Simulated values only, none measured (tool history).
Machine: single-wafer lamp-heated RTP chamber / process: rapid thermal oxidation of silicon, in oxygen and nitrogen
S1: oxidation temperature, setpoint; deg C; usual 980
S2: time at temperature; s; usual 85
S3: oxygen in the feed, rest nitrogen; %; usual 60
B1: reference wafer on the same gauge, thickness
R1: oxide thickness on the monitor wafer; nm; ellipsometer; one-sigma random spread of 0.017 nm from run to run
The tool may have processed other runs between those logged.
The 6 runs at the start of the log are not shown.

run 7 hour=453.9 | S1=980 S2=85 S3=51 | B1=5.578 | R1=5.019
run 8 hour=556.5 | S1=980 S2=85 S3=51 | B1=5.581 | R1=5.02
run 9 hour=619.5 | S1=980 S2=85 S3=51 | B1=5.586 | R1=5.046
run 10 hour=671.2 | S1=980 S2=85 S3=60 | B1=5.58 | R1=5.309
-- hour=749 pyrometer window cleaned and pyrometer calibrated
run 11 hour=749.5 | S1=980 S2=85 S3=60 | B1=5.581 | R1=5.28
run 12 hour=852.2 | S1=980 S2=85 S3=60 | B1=5.578 | R1=5.288
run 13 hour=935.3 | S1=980 S2=85 S3=60 | B1=5.584 | R1=5.302
run 14 hour=1012.9 | S1=980 S2=85 S3=60 | B1=5.574 | R1=5.3
run 15 hour=1061 | S1=980 S2=85 S3=49 | B1=5.583 | R1=4.931
run 16 hour=1147.9 | S1=964 S2=97 S3=60 | B1=5.585 | R1=4.996
run 17 hour=1192.8 | S1=980 S2=85 S3=70 | B1=5.578 | R1=5.594
-- hour=1208.5 pyrometer window cleaned and pyrometer calibrated
run 18 hour=1238.9 | S1=998 S2=114 S3=86 | B1=5.577 | R1=7.811
run 19 hour=1279.7 | S1=980 S2=85 S3=39 | B1=5.575 | R1=4.613
run 20 hour=1320.5 | S1=995 S2=112 S3=84 | B1=5.576 | R1=7.549
run 21 hour=1370.4 | S1=963 S2=127 S3=60 | B1=5.581 | R1=5.546
-- hour=1389.4 gauge calibrated
run 22 hour=1443.6 | S1=1004 S2=54 S3=34 | B1=5.58 | R1=4.291
run 23 hour=1497 | S1=980 S2=85 S3=39 | B1=5.58 | R1=4.609
run 24 hour=1546.9 | S1=962 S2=56 S3=60 | B1=5.583 | R1=3.971
-- hour=1580.9 oxygen flow controller replaced
-- hour=1600.4 pyrometer window cleaned and pyrometer calibrated
run 25 hour=1651.1 | S1=1002 S2=126 S3=70 | B1=5.583 | R1=7.779
run 26 hour=1694 | S1=989 S2=85 S3=60 | B1=5.581 | R1=5.662
run 27 hour=1933.7 | S1=980 S2=121 S3=60 | B1=5.578 | R1=6.174
-- hour=2000.7 pyrometer window cleaned and pyrometer calibrated
run 28 hour=2032.4 | S1=980 S2=85 S3=79 | B1=5.579 | R1=5.817
run 29 hour=2094.1 | S1=980 S2=85 S3=60 | B1=5.578 | R1=5.317
run 30 hour=2150.9 | S1=996 S2=85 S3=60 | B1=5.578 | R1=5.933
run 31 hour=2221.6 | S1=988 S2=85 S3=60 | B1=5.578 | R1=5.639

Below are 5 alternative next runs, each starting from the tool's condition after run 31. Predict each:
run A hour=2222.1 | S1=980 S2=85 S3=60 | B1=? | R1=?
run B hour=2222.1 | S1=980 S2=85 S3=88 | B1=? | R1=?
run C hour=2222.1 | S1=1008 S2=110 S3=60 | B1=? | R1=?
run D hour=2222.1 | S1=980 S2=74 S3=88 | B1=? | R1=?
run E hour=2222.1 | S1=980 S2=100 S3=60 | B1=? | R1=?

run=A B1=5.58 R1=5.296
run=B B1=5.58 R1=6.032
run=C B1=5.58 R1=7.277
run=D B1=5.58 R1=5.677
run=E B1=5.58 R1=5.682
Without the tool's unlogged condition, the same runs would have read:
run=A R1=5.296
run=B R1=6.032
run=C R1=7.277
run=D R1=5.677
run=E R1=5.682

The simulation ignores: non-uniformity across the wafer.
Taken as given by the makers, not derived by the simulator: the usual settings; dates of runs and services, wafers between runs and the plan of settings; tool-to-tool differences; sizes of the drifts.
